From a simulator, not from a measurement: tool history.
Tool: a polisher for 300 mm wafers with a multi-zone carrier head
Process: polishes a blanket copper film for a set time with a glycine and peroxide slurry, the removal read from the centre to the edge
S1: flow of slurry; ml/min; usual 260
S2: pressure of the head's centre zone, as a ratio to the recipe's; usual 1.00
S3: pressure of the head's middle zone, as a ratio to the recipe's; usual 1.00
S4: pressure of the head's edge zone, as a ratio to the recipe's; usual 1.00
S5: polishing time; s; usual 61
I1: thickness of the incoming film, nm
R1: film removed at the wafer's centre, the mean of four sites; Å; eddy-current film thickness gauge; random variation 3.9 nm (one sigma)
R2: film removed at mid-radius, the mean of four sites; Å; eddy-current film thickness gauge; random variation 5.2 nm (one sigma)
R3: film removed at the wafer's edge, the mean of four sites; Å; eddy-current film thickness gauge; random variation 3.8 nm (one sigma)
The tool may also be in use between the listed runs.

| run | hour | S1 | S2 | S3 | S4 | S5 | I1 | R1 | R2 | R3 |
|---|---|---|---|---|---|---|---|---|---|---|
| 1 | 0.0 | 290 | 1.00 | 1.00 | 1.10 | 68 | 2277.1 | 5205 | 5531 | 5859 |
| 2 | 17.9 | 260 | 1.00 | 1.00 | 1.00 | 61 | 2296.9 | 4656 | 4957 | 5009 |
| 3 | 29.4 | 260 | 1.00 | 1.00 | 1.05 | 61 | 2245.0 | 4649 | 4915 | 5112 |
| 4 | 38.8 | 260 | 1.11 | 1.03 | 1.00 | 61 | 2307.8 | 5153 | 5067 | 5040 |
| 5 | 55.4 | 290 | 1.00 | 1.11 | 1.00 | 46 | 2295.5 | 3527 | 4111 | 3782 |
| 6 | 65.1 | 230 | 1.00 | 0.89 | 1.00 | 61 | 2274.7 | 4565 | 4439 | 4940 |
| 7 | 76.2 | 260 | 1.05 | 1.09 | 1.06 | 61 | 2258.6 | 4821 | 5283 | 5132 |
|  | 82.1 | edge zone pressure recalibrated |
| 8 | 92.5 | 320 | 0.94 | 1.03 | 1.00 | 50 | 2260.2 | 3646 | 4267 | 4220 |
| 9 | 100.2 | 260 | 1.00 | 1.07 | 1.00 | 45 | 2277.3 | 3422 | 3746 | 3678 |
|  | 105.7 | carrier head's membrane replaced by a new one |
| 10 | 108.5 | 260 | 1.00 | 1.00 | 1.00 | 67 | 2311.6 | 5019 | 5442 | 5505 |
| 11 | 124.3 | 290 | 1.00 | 1.00 | 0.90 | 54 | 2293.9 | 4128 | 4504 | 4324 |
| 12 | 133.4 | 260 | 1.00 | 1.00 | 1.00 | 61 | 2287.8 | 4547 | 4982 | 4954 |
| 13 | 140.5 | 260 | 1.00 | 1.00 | 1.00 | 61 | 2286.1 | 4641 | 5008 | 4989 |
| 14 | 149.5 | 260 | 1.00 | 1.00 | 1.00 | 41 | 2293.2 | 3126 | 3337 | 3365 |

Forecast run 15:
|  | 158.7 | centre zone pressure recalibrated |
|  | 166.4 | worn pad replaced by a new one |
| 15 | 196.2 | 260 | 1.11 | 1.00 | 1.00 | 61 | 2278.4 | ? | ? | ? |

R1: 5493 Å
R2: 4958 Å
R3: 4951 Å
Without the tool's hidden state the same run would have given R1 5745 Å, R2 4957 Å, R3 4951 Å.

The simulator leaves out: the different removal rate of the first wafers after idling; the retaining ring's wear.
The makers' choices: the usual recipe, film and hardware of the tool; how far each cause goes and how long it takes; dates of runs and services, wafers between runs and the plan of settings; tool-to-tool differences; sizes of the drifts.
